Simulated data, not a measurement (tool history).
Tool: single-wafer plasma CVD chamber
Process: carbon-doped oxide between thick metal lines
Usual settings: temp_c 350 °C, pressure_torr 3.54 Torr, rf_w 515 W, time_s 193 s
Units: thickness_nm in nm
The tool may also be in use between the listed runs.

| run | hour | temp_c | pressure_torr | rf_w | time_s | wafers since the last listed run | hours since the last thermocouple change | hours since the last RF generator calibration | hours since the last manometer calibration | hours since the showerhead was replaced | hours since the gauge calibration | read-back reference wafer on the same gauge, thickness_nm | thickness_nm |
|---|---|---|---|---|---|---|---|---|---|---|---|---|---|
| 1 | 0 | 350 | 3.54 | 440 | 193 | 0 | 511.2 | 423.2 | 1692.5 | 5613.5 | 586.2 | 1017.297 | 760.485 |
| 2 | 65.4 | 350 | 3.54 | 515 | 205 | 676 | 576.6 | 488.6 | 1757.9 | 5678.9 | 651.6 | 1017.55 | 961.294 |
| 3 | 126 | 350 | 3.54 | 515 | 205 | 626 | 637.2 | 549.2 | 1818.5 | 5739.5 | 712.2 | 1017.388 | 970.797 |
| 4 | 173.3 | 350 | 3.54 | 515 | 174 | 489 | 684.5 | 596.5 | 1865.8 | 5786.8 | 759.5 | 1020.632 | 815.084 |
| 5 | 221 | 350 | 3.81 | 585 | 193 | 493 | 732.2 | 644.2 | 1913.5 | 5834.5 | 807.2 | 1019.158 | 1028.058 |
| 6 | 278 | 350 | 3.81 | 585 | 193 | 589 | 789.2 | 701.2 | 1970.5 | 5891.5 | 864.2 | 1020.366 | 1019.743 |
| 7 | 321.6 | 350 | 3.81 | 585 | 193 | 451 | 832.8 | 744.8 | 2014.1 | 5935.1 | 907.8 | 1016.549 | 1026.041 |
| 8 | 378.7 | 350 | 3.27 | 515 | 193 | 590 | 889.9 | 801.9 | 2071.2 | 5992.2 | 964.9 | 1018.128 | 895.62 |
| 9 | 433 | 350 | 3.27 | 515 | 193 | 561 | 944.2 | 856.2 | 2125.5 | 6046.5 | 1019.2 | 1020.331 | 893.674 |
|  | 444.7 | gauge calibrated |
| 10 | 458.8 | 350 | 3.54 | 515 | 193 | 266 | 970 | 882 | 2151.3 | 6072.3 | 14.1 | 1017.092 | 895.478 |
| 11 | 485 | 350 | 3.54 | 515 | 193 | 271 | 996.2 | 908.2 | 2177.5 | 6098.5 | 40.3 | 1017.101 | 892.298 |
| 12 | 544 | 350 | 3.54 | 515 | 193 | 610 | 1055.2 | 967.2 | 2236.5 | 6157.5 | 99.3 | 1021.063 | 895.806 |
|  | 614.6 | thermocouple changed; heater temperature recalibrated |
|  | 623 | capacitance manometer re-zeroed and calibrated |
| 13 | 623.5 | 359 | 2.9 | 415 | 178 | 656 | 8.9 | 1046.7 | 0.5 | 6237 | 178.8 | 1017.911 | 605.06 |
|  | 661.6 | showerhead replaced |
| 14 | 666.4 | 338 | 4.26 | 595 | 210 | 361 | 51.8 | 1089.6 | 43.4 | 4.8 | 221.7 | 1020.249 | 1151.948 |
|  | 711.1 | RF generator calibrated |
| 15 | 865.9 | 362 | 3.54 | 515 | 224 | 1981 | 251.3 | 154.8 | 242.9 | 204.3 | 421.2 | 1018.865 | 1029.345 |
| 16 | 903.4 | 337 | 2.76 | 615 | 162 | 387 | 288.8 | 192.3 | 280.4 | 241.8 | 458.7 | 1020.513 | 929.884 |
| 17 | 945.6 | 350 | 3.54 | 600 | 193 | 436 | 331 | 234.5 | 322.6 | 284 | 500.9 | 1018.013 | 1059.663 |
| 18 | 983.6 | 337 | 3.24 | 515 | 193 | 393 | 369 | 272.5 | 360.6 | 322 | 538.9 | 1018.617 | 948.775 |
| 19 | 1034.4 | 350 | 3.8 | 515 | 161 | 525 | 419.8 | 323.3 | 411.4 | 372.8 | 589.7 | 1018.328 | 764.485 |
| 20 | 1184 | 337 | 2.76 | 615 | 162 | 1547 | 569.4 | 472.9 | 561 | 522.4 | 739.3 | 1017.602 | 923.555 |
| 21 | 1236.7 | 350 | 3.54 | 515 | 193 | 545 | 622.1 | 525.6 | 613.7 | 575.1 | 792 | 1021.646 | 910.873 |

How the hidden state differs across the entries between the runs, from the last listed run before each to the first after it:
Between runs 9 and 10: gauge calibrated (hour 444.7)
  delivered RF power above the setpoint (%): -3.51 -> -3.61
  measured less the result without the state, thickness_nm: -32.184 -> -33.219 nm
Between runs 12 and 13: thermocouple changed; heater temperature recalibrated (hour 614.6); capacitance manometer re-zeroed and calibrated (hour 623)
  delivered RF power above the setpoint (%): -3.94 -> -4.25
  measured less the result without the state, thickness_nm: -36.454 -> -32.768 nm
Between runs 13 and 14: showerhead replaced (hour 661.6)
  delivered RF power above the setpoint (%): -4.25 -> -4.41
  measured less the result without the state, thickness_nm: -32.768 -> -50.554 nm
Between runs 14 and 15: RF generator calibrated (hour 711.1)
  delivered RF power above the setpoint (%): -4.41 -> -0.985
  measured less the result without the state, thickness_nm: -50.554 -> -9.953 nm
